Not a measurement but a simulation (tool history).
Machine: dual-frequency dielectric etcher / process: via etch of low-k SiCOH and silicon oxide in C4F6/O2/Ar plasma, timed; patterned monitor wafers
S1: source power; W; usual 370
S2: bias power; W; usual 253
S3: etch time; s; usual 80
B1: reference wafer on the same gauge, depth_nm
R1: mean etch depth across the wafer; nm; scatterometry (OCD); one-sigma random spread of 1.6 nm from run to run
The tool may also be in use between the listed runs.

run 1 day=0 | S1=370 S2=253 S3=80 | B1=250.3 | R1=234.9
run 2 day=2.35 | S1=370 S2=253 S3=80 | B1=250.1 | R1=235.3
run 3 day=4.429 | S1=370 S2=253 S3=80 | B1=249.8 | R1=234.7
run 4 day=5.442 | S1=370 S2=253 S3=80 | B1=250 | R1=229.4
run 5 day=6.654 | S1=370 S2=253 S3=80 | B1=250.1 | R1=229.6
run 6 day=9.071 | S1=370 S2=253 S3=80 | B1=249.7 | R1=229.9
run 7 day=11.088 | S1=370 S2=253 S3=80 | B1=250 | R1=230.9
run 8 day=12.388 | S1=290 S2=205 S3=97 | B1=250.2 | R1=237.8
-- day=14.825 wet clean of the chamber, repeated, since the last time left the tool worse
run 9 day=14.846 | S1=340 S2=308 S3=80 | B1=250.4 | R1=246.8
run 10 day=17.45 | S1=370 S2=253 S3=80 | B1=250.2 | R1=243.2
run 11 day=19.012 | S1=290 S2=253 S3=86 | B1=249.7 | R1=236
-- day=21.529 bias power generator calibrated
run 12 day=21.567 | S1=450 S2=303 S3=67 | B1=249.9 | R1=233.4
run 13 day=23.479 | S1=450 S2=303 S3=67 | B1=250.1 | R1=233.6
-- day=25.938 gauge calibrated
run 14 day=26.217 | S1=370 S2=275 S3=98.5 | B1=250.2 | R1=306
run 15 day=29.071 | S1=370 S2=253 S3=80 | B1=249.9 | R1=240.6
-- day=30.996 wet clean of the chamber
run 16 day=31.971 | S1=290 S2=205 S3=97 | B1=249.9 | R1=255.1
run 17 day=33.35 | S1=370 S2=253 S3=80 | B1=250.1 | R1=245.2
-- day=39.683 source power generator calibrated
-- day=42.217 upper electrode replaced
run 18 day=42.258 | S1=280 S2=253 S3=80 | B1=250 | R1=213.4
run 19 day=44.042 | S1=410 S2=253 S3=94 | B1=250 | R1=292.7
-- day=47.342 wet clean of the chamber
run 20 day=47.362 | S1=370 S2=232 S3=58 | B1=249.9 | R1=175.1
run 21 day=48.275 | S1=400 S2=307 S3=80 | B1=250 | R1=269.7
run 22 day=50.075 | S1=370 S2=253 S3=70 | B1=250.4 | R1=214.8
run 23 day=51.904 | S1=370 S2=253 S3=80 | B1=249.9 | R1=243.9
run 24 day=54.817 | S1=410 S2=306 S3=66 | B1=249.9 | R1=222.4
run 25 day=56.142 | S1=370 S2=275 S3=80 | B1=250.2 | R1=248.7
run 26 day=58.167 | S1=370 S2=253 S3=102 | B1=250 | R1=308.4
run 27 day=61.133 | S1=370 S2=273 S3=96.5 | B1=249.9 | R1=297.1
run 28 day=62.975 | S1=290 S2=210 S3=80 | B1=250.2 | R1=206.8

Consider 5 possible next runs. They are alternatives, not a sequence: every one starts from the tool as it was left by run 28. What does each give?
run A day=62.992 | S1=370 S2=253 S3=80 | B1=? | R1=?
run B day=62.992 | S1=320 S2=296 S3=80 | B1=? | R1=?
run C day=62.992 | S1=370 S2=253 S3=88 | B1=? | R1=?
run D day=62.992 | S1=430 S2=291 S3=57 | B1=? | R1=?
run E day=62.992 | S1=450 S2=253 S3=68.5 | B1=? | R1=?

run=A B1=249.9 R1=240.3
run=B B1=249.9 R1=235.2
run=C B1=249.9 R1=264.3
run=D B1=249.9 R1=189.7
run=E B1=249.9 R1=224
Without the tool's unlogged condition, the same runs would have read:
run=A R1=246.3
run=B R1=241
run=C R1=270.9
run=D R1=194.5
run=E R1=229.6

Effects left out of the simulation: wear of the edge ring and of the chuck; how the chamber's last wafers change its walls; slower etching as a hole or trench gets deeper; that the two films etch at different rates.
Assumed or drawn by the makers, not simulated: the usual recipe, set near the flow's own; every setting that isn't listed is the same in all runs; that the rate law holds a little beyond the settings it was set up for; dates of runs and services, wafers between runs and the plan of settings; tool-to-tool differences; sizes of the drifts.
